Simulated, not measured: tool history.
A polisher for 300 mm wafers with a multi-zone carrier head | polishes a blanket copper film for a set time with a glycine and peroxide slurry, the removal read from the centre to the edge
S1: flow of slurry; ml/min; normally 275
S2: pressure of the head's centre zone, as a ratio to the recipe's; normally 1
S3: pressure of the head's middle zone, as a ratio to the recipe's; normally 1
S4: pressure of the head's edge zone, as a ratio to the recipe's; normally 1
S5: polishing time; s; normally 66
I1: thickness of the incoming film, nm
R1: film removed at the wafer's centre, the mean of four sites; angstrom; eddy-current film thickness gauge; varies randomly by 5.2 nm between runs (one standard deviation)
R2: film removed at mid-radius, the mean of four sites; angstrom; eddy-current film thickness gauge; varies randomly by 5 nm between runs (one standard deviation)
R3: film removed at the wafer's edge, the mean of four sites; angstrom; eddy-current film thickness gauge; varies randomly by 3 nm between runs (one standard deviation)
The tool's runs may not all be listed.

| run | hour | S1 | S2 | S3 | S4 | S5 | I1 | R1 | R2 | R3 |
|---|---|---|---|---|---|---|---|---|---|---|
| 1 | 0 | 275 | 0.93 | 0.97 | 1 | 66 | 1861.9 | 3023 | 3321 | 3302 |
| 2 | 107.5 | 275 | 0.93 | 0.97 | 1 | 66 | 1841.4 | 2914 | 3170 | 3334 |
| 3 | 173.5 | 275 | 1 | 1 | 1 | 66 | 1885.1 | 3224 | 3247 | 3292 |
|  | 208.9 | worn pad replaced by a new one |
| 4 | 230.8 | 275 | 1 | 1 | 1 | 66 | 1874.3 | 3179 | 3187 | 3329 |
|  | 235.7 | slurry nozzle cleaned |
| 5 | 316.1 | 275 | 1 | 1 | 1 | 66 | 1871.9 | 3379 | 3441 | 3457 |
| 6 | 400.6 | 275 | 1 | 0.97 | 1 | 66 | 1857.8 | 3358 | 3277 | 3424 |
| 7 | 504.3 | 275 | 1 | 1 | 1 | 66 | 1836.1 | 3234 | 3278 | 3355 |
| 8 | 544.9 | 275 | 1 | 1 | 1 | 66 | 1873.9 | 3258 | 3299 | 3312 |
|  | 591.8 | worn pad replaced by a new one |
|  | 595.5 | centre zone pressure recalibrated |
| 9 | 596 | 275 | 1 | 1 | 1 | 66 | 1852.6 | 3298 | 3299 | 3251 |
|  | 655.4 | carrier head's membrane replaced by a new one |
| 10 | 662.2 | 275 | 1.1 | 1 | 1 | 55 | 1870.6 | 2903 | 2652 | 2711 |
| 11 | 737.8 | 275 | 1 | 1 | 1 | 66 | 1841.4 | 3081 | 3213 | 3292 |
| 12 | 833.6 | 275 | 1 | 1 | 1 | 66 | 1878.6 | 3111 | 3231 | 3286 |
| 13 | 906.9 | 275 | 1.08 | 1.07 | 1.06 | 46 | 1835.5 | 2397 | 2298 | 2283 |
|  | 962.7 | worn pad replaced by a new one |
|  | 973.1 | slurry nozzle cleaned |
|  | 990.6 | edge zone pressure recalibrated |
| 14 | 1024.1 | 245 | 1 | 1 | 1 | 46 | 1839.6 | 2370 | 2377 | 2384 |
| 15 | 1107.1 | 275 | 1 | 1.07 | 1.04 | 54 | 1871.8 | 2750 | 2948 | 2829 |
| 16 | 1188.7 | 275 | 1 | 1 | 1 | 66 | 1867.7 | 3352 | 3389 | 3356 |
| 17 | 1261.7 | 275 | 1 | 1 | 1 | 66 | 1851.4 | 3228 | 3314 | 3325 |
| 18 | 1299.2 | 275 | 1 | 1 | 1 | 66 | 1866.6 | 3133 | 3245 | 3296 |
|  | 1326.6 | worn pad replaced by a new one |
|  | 1347.4 | centre zone pressure recalibrated |
| 19 | 1348.5 | 275 | 1 | 0.91 | 1 | 66 | 1874.3 | 3208 | 3051 | 3281 |
| 20 | 1416.7 | 310 | 1.09 | 1.08 | 1.08 | 66 | 1865.7 | 3589 | 3518 | 3479 |
| 21 | 1517.3 | 275 | 1 | 0.96 | 1 | 66 | 1868.1 | 3170 | 3100 | 3289 |
| 22 | 1593.7 | 275 | 1 | 1 | 0.96 | 84 | 1876.1 | 3957 | 4167 | 4081 |

A few steps of R1 between consecutive runs. Split each: what settings, incoming material and random variation would produce without the hidden state, and what is left over for the hidden state, along with gauge scatter present in only one of the two compared results (measured, and without hidden state):
Hidden state at play: removal rate lost through wear of the pad, %; slurry flow missing at the pad, %; deviation of the centre zone's pressure from its setpoint, %; deviation of the edge zone's pressure from its setpoint, %.
Run 4 -> 5: slurry nozzle cleaned. R1 +200 angstrom: hidden state +205, all else -5.
Run 12 -> 13: S2 1 -> 1.08, S3 1 -> 1.07, S4 1 -> 1.06, S5 66 -> 46. R1 -714 angstrom: hidden state +80, all else -794.
Run 13 -> 14: S1 275 -> 245, S2 1.08 -> 1, S3 1.07 -> 1, S4 1.06 -> 1, worn pad replaced by a new one, slurry nozzle cleaned, edge zone pressure recalibrated. R1 -27 angstrom: hidden state +252, all else -279.
Run 21 -> 22: S3 0.96 -> 1, S4 1 -> 0.96, S5 66 -> 84. R1 +787 angstrom: hidden state -125, all else +912.

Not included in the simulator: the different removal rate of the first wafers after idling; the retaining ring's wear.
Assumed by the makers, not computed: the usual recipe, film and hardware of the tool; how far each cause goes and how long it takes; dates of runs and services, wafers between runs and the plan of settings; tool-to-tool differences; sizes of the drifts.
